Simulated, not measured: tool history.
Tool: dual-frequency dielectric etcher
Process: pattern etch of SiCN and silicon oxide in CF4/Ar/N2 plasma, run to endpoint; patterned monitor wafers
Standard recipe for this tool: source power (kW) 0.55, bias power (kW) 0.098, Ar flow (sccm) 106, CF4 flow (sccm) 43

run     day  source power (kW)  bias power (kW)  Ar flow (sccm)  CF4 flow (sccm)  wafers since the last listed run  hours since the last wet clean  hours since the last source power generator calibration  hours since the last bias power generator calibration  hours since the last Ar flow controller change  hours since the last CF4 flow controller change  hours since the last upper electrode change  incoming incoming film thickness, nm  endpoint time (s)
  1       0               0.55            0.098             106               43                                 0                           204.6                                                    147.9                                                    164                                              60                                           2980.4                                          0.5                                  8.52                8.1
  2   0.462               0.55            0.098             106               43                               245                           215.7                                                      159                                                  175.1                                            71.1                                           2991.5                                         11.6                                  8.48                8.1
  3   1.933               0.65            0.098              95               38                               781                             251                                                    194.3                                                  210.4                                           106.4                                           3026.8                                         46.9                                  8.54                7.2
  4   2.779               0.63            0.098             130               43                               449                           271.3                                                    214.6                                                  230.7                                           126.7                                           3047.1                                         67.2                                  8.46                7.5
  5   3.567               0.55            0.098             106               43                               418                           290.2                                                    233.5                                                  249.6                                           145.6                                             3066                                         86.1                                  8.53                8.1
  6   4.412               0.42            0.079              84               52                               449                           310.5                                                    253.8                                                  269.9                                           165.9                                           3086.3                                        106.4                                  8.43                9.7
  7   5.596               0.65            0.084             106               40                               628                           338.9                                                    282.2                                                  298.3                                           194.3                                           3114.7                                        134.8                                   8.5                7.5
  8   6.217               0.61            0.098             118               43                               329                           353.8                                                    297.1                                                  313.2                                           209.2                                           3129.6                                        149.7                                   8.6                7.6
  9   7.658               0.43             0.08             106               47                               765                           388.4                                                    331.7                                                  347.8                                           243.8                                           3164.2                                        184.3                                  8.49               10.2
      8.554  -- CF4 flow controller replaced
      9.512  -- wet clean of the chamber
 10   9.533               0.55            0.083             106               43                               352                             0.5                                                    376.7                                                  392.8                                           288.8                                             23.5                                        229.3                                  8.55                8.5
 11  11.625               0.62            0.083             131               38                              1111                            50.7                                                    426.9                                                    443                                             339                                             73.7                                        279.5                                   8.5                8.2
 12  12.671               0.55            0.098             106               50                               555                            75.8                                                      452                                                  468.1                                           364.1                                             98.8                                        304.6                                  8.53                  8
 13  14.121               0.55            0.098              89               43                               770                           110.6                                                    486.8                                                  502.9                                           398.9                                            133.6                                        339.4                                  8.45                7.8
 14  14.767               0.63            0.091             106               43                               343                           126.1                                                    502.3                                                  518.4                                           414.4                                            149.1                                        354.9                                  8.42                7.2
 15    15.3               0.55            0.083              96               43                               283                           138.9                                                    515.1                                                  531.2                                           427.2                                            161.9                                        367.7                                  8.46                8.3
 16  16.629                0.5            0.089             116               52                               706                           170.8                                                      547                                                  563.1                                           459.1                                            193.8                                        399.6                                  8.51                8.9
 17  17.633               0.68            0.105             113               38                               533                           194.9                                                    571.1                                                  587.2                                           483.2                                            217.9                                        423.7                                  8.59                  7
 18  18.383               0.55            0.098             106               43                               398                           212.9                                                    589.1                                                  605.2                                           501.2                                            235.9                                        441.7                                  8.46                7.9
 19  19.817               0.55            0.086             106               51                               761                           247.3                                                    623.5                                                  639.6                                           535.6                                            270.3                                        476.1                                  8.48                8.2
 20  21.112               0.55            0.098             106               43                               688                           278.4                                                    654.6                                                  670.7                                           566.7                                            301.4                                        507.2                                  8.41                  8
 21  25.075               0.55            0.098             106               43                              2104                           373.5                                                    749.7                                                  765.8                                           661.8                                            396.5                                        602.3                                  8.49                7.9
 22  26.429               0.55            0.106             106               39                               719                             406                                                    782.2                                                  798.3                                           694.3                                              429                                        634.8                                  8.63                  8
 23  27.021               0.55            0.106              97               43                               314                           420.2                                                    796.4                                                  812.5                                           708.5                                            443.2                                          649                                  8.43                7.7
 24  28.242               0.55            0.098             106               43                               648                           449.5                                                    825.7                                                  841.8                                           737.8                                            472.5                                        678.3                                  8.57                8.2

Predict each of these 4 candidate next runs independently; none follows another, all start after run 24:
  A  28.258               0.55             0.09             106               43                                 8                           449.9                                                    826.1                                                  842.2                                           738.2                                            472.9                                        678.7                                  8.48                  ?
  B  28.258               0.51            0.098              87               43                                 8                           449.9                                                    826.1                                                  842.2                                           738.2                                            472.9                                        678.7                                  8.48                  ?
  C  28.258               0.63            0.098             113               50                                 8                           449.9                                                    826.1                                                  842.2                                           738.2                                            472.9                                        678.7                                  8.48                  ?
  D  28.258               0.68            0.098             106               43                                 8                           449.9                                                    826.1                                                  842.2                                           738.2                                            472.9                                        678.7                                  8.48                  ?

run  endpoint time (s)
  A                8.2
  B                8.2
  C                7.1
  D                6.8
What these runs would have given with no unlogged condition in the tool:
run  endpoint time (s)
  A                8.2
  B                8.2
  C                7.1
  D                6.8
